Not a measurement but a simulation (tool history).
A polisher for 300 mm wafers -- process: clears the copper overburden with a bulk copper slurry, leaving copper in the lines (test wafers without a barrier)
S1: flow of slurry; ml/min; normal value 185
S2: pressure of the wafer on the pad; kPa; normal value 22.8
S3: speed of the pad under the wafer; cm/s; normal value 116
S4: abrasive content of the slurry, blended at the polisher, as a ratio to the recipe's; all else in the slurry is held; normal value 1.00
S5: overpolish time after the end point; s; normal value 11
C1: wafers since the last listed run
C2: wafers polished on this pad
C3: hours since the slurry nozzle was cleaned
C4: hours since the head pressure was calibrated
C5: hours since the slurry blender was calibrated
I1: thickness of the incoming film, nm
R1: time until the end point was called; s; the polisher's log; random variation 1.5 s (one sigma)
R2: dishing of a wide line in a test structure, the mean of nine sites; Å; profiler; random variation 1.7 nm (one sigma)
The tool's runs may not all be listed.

run,day,S1,S2,S3,S4,S5,C1,C2,C3,C4,C5,I1,R1,R2
1,0.000,185,29.0,116,1.00,11,0,807,259.2,438.7,191.1,1238.2,82.6,860
# day 0.462: worn pad replaced by a new one
2,2.971,185,22.8,116,1.00,11,396,354,330.5,510.0,262.4,1227.0,100.7,727
3,4.921,185,19.3,116,1.00,11,275,630,377.3,556.8,309.2,1239.5,121.2,632
# day 5.021: slurry blender recalibrated
# day 6.021: worn pad replaced by a new one
4,6.783,185,19.3,116,1.00,11,228,107,422.0,601.5,42.3,1241.5,133.1,600
5,8.817,185,19.3,116,1.00,11,287,395,470.8,650.3,91.1,1250.5,136.5,606
6,10.308,185,22.8,116,1.00,11,210,606,506.6,686.1,126.9,1239.5,115.2,621
# day 10.754: worn pad replaced by a new one, repeated, since the last time left the tool worse
7,11.692,185,22.8,116,1.00,11,172,132,539.8,719.3,160.1,1233.0,97.0,742
8,14.679,185,22.8,116,1.00,11,422,555,611.5,791.0,231.8,1229.2,101.4,708
9,15.804,185,26.9,96,0.85,11,159,714,638.5,818.0,258.8,1242.7,111.2,678
# day 17.017: worn pad replaced by a new one
# day 17.650: head pressure recalibrated
10,18.138,225,22.8,86,1.00,11,294,146,694.5,11.7,314.8,1274.1,131.8,605
# day 19.912: slurry blender recalibrated
11,19.988,170,22.8,116,1.00,11,249,396,738.9,56.1,1.8,1257.9,103.0,727
# day 21.054: slurry nozzle cleaned
12,21.679,185,22.8,116,1.00,11,233,629,15.0,96.7,42.4,1237.3,103.4,704
# day 22.496: worn pad replaced by a new one
13,24.550,185,29.0,116,1.00,11,382,290,83.9,165.6,111.3,1255.5,79.2,879
14,27.458,140,22.8,94,1.00,11,411,701,153.7,235.4,181.1,1238.1,131.8,599

Below are 4 alternative next runs, each starting from the tool's condition after run 14. Predict each:
A,27.479,250,22.8,116,1.00,11,2,704,154.2,235.9,181.6,1260.5,?,?
B,27.479,140,25.5,116,1.00,8,2,704,154.2,235.9,181.6,1260.5,?,?
C,27.479,205,22.8,140,1.00,8,2,704,154.2,235.9,181.6,1260.5,?,?
D,27.479,185,29.0,152,0.90,11,2,704,154.2,235.9,181.6,1260.5,?,?

run,R1,R2
A,101.4,708
B,96.6,585
C,85.7,635
D,63.8,982
Without the tool's hidden state the same runs would have given:
run,R1,R2
A,95.4,738
B,90.9,614
C,80.6,664
D,60.0,1017
